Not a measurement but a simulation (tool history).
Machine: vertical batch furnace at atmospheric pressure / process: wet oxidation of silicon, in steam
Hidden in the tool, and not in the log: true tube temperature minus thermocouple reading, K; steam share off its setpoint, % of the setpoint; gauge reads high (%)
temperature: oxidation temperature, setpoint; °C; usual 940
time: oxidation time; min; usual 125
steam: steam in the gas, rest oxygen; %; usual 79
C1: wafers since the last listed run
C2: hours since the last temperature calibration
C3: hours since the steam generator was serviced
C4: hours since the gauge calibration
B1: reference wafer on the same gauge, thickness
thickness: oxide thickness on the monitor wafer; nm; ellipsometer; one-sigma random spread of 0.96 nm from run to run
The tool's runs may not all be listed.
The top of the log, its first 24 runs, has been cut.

run 25 day=96.371 | temperature=940 time=125 steam=88 | C1=847 C2=594.7 C3=1253 C4=186.5 | B1=426.94 | thickness=440.54
-- day=100.179 steam generator serviced
run 26 day=100.2 | temperature=940 time=125 steam=79 | C1=627 C2=686.6 C3=0.5 C4=278.4 | B1=426.86 | thickness=418.97
run 27 day=101.854 | temperature=940 time=125 steam=79 | C1=366 C2=726.3 C3=40.2 C4=318.1 | B1=427.11 | thickness=418.11
run 28 day=104.208 | temperature=940 time=103.5 steam=84 | C1=522 C2=782.8 C3=96.7 C4=374.6 | B1=426.77 | thickness=384.4
run 29 day=111.038 | temperature=940 time=89.5 steam=71 | C1=1514 C2=946.7 C3=260.6 C4=538.5 | B1=427.08 | thickness=308.8
run 30 day=112.862 | temperature=940 time=99.5 steam=70 | C1=404 C2=990.5 C3=304.4 C4=582.3 | B1=427.02 | thickness=329.58
run 31 day=116.317 | temperature=940 time=125 steam=79 | C1=765 C2=1073.4 C3=387.3 C4=665.2 | B1=427.09 | thickness=414.24
run 32 day=118.696 | temperature=940 time=125 steam=79 | C1=527 C2=1130.5 C3=444.4 C4=722.3 | B1=427 | thickness=415.06
run 33 day=122.054 | temperature=940 time=125 steam=68 | C1=744 C2=1211.1 C3=525 C4=802.9 | B1=426.96 | thickness=375.51
run 34 day=126.188 | temperature=927 time=125 steam=88 | C1=916 C2=1310.3 C3=624.2 C4=902.1 | B1=427.06 | thickness=408.4

Here are 4 independent what-if runs from the current tool condition. What would each one return?
run A day=126.458 | temperature=940 time=125 steam=79 | C1=60 C2=1316.8 C3=630.7 C4=908.6 | B1=? | thickness=?
run B day=126.458 | temperature=940 time=125 steam=70 | C1=60 C2=1316.8 C3=630.7 C4=908.6 | B1=? | thickness=?
run C day=126.458 | temperature=962 time=150 steam=83 | C1=60 C2=1316.8 C3=630.7 C4=908.6 | B1=? | thickness=?
run D day=126.458 | temperature=950 time=147 steam=71 | C1=60 C2=1316.8 C3=630.7 C4=908.6 | B1=? | thickness=?

run=A B1=426.89 thickness=412.7
run=B B1=426.89 thickness=380.7
run=C B1=426.89 thickness=550.1
run=D B1=426.89 thickness=457.27
Stripped of hidden state, with their random variation kept, the same runs would have yielded:
run=A thickness=416.95
run=B thickness=384.61
run=C thickness=555.75
run=D thickness=461.88
